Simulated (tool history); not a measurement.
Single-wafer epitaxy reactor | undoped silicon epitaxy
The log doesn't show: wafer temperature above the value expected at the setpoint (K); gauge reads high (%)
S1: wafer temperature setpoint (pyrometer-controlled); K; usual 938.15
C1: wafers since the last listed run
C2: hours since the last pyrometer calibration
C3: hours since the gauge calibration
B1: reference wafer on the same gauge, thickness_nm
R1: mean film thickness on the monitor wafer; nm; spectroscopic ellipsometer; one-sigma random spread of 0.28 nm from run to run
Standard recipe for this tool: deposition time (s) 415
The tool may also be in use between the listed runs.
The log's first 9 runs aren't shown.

Run 10, hour 111.4: usual settings; C1 80; C2 829.3; C3 147.4; B1 83.989. Result: R1 111.05 nm.
Run 11, hour 124.8: usual settings but S1 933.15 K; C1 81; C2 842.7; C3 160.8; B1 83.956. Result: R1 100.573 nm.
Run 12, hour 135.1: usual settings but S1 933.15 K; C1 62; C2 853; C3 171.1; B1 84.017. Result: R1 100.842 nm.
Run 13, hour 143.8: usual settings but S1 933.15 K; C1 52; C2 861.7; C3 179.8; B1 83.981. Result: R1 100.911 nm.
At hour 158.8: pyrometer calibrated.
Run 14, hour 159.3: usual settings; C1 45; C2 0.5; C3 195.3; B1 84.003. Result: R1 103.072 nm.
Run 15, hour 160.5: usual settings; C1 7; C2 1.7; C3 196.5; B1 84.001. Result: R1 103.283 nm.
Run 16, hour 166.6: usual settings; C1 36; C2 7.8; C3 202.6; B1 84.001. Result: R1 103.324 nm.
Run 17, hour 174.4: usual settings but S1 949.15 K, deposition time (s) 341; C1 47; C2 15.6; C3 210.4; B1 83.964. Result: R1 105.698 nm.
Run 18, hour 191.8: usual settings; C1 105; C2 33; C3 227.8; B1 84.005. Result: R1 102.875 nm.
Run 19, hour 202.4: usual settings but S1 943.15 K, deposition time (s) 358; C1 64; C2 43.6; C3 238.4; B1 84.028. Result: R1 98.722 nm.
Run 20, hour 209.9: usual settings but S1 929.15 K, deposition time (s) 351; C1 45; C2 51.1; C3 245.9; B1 83.979. Result: R1 72.402 nm.
Run 21, hour 228.6: usual settings; C1 113; C2 69.8; C3 264.6; B1 84.01. Result: R1 103.109 nm.
Run 22, hour 237.1: usual settings but S1 925.15 K, deposition time (s) 354; C1 51; C2 78.3; C3 273.1; B1 84.025. Result: R1 67.531 nm.

Predict the results of run 23:
Run 23, hour 254.8: usual settings but S1 927.15 K, deposition time (s) 487; C1 107; C2 96; C3 290.8; B1 ?. Result: R1 ?.

{"run 23": {"B1": 84.007, "R1": 97.083}}
Take away the tool's hidden state, keep the run-to-run variation as it was, and the same run would have given R1 97.705 nm.
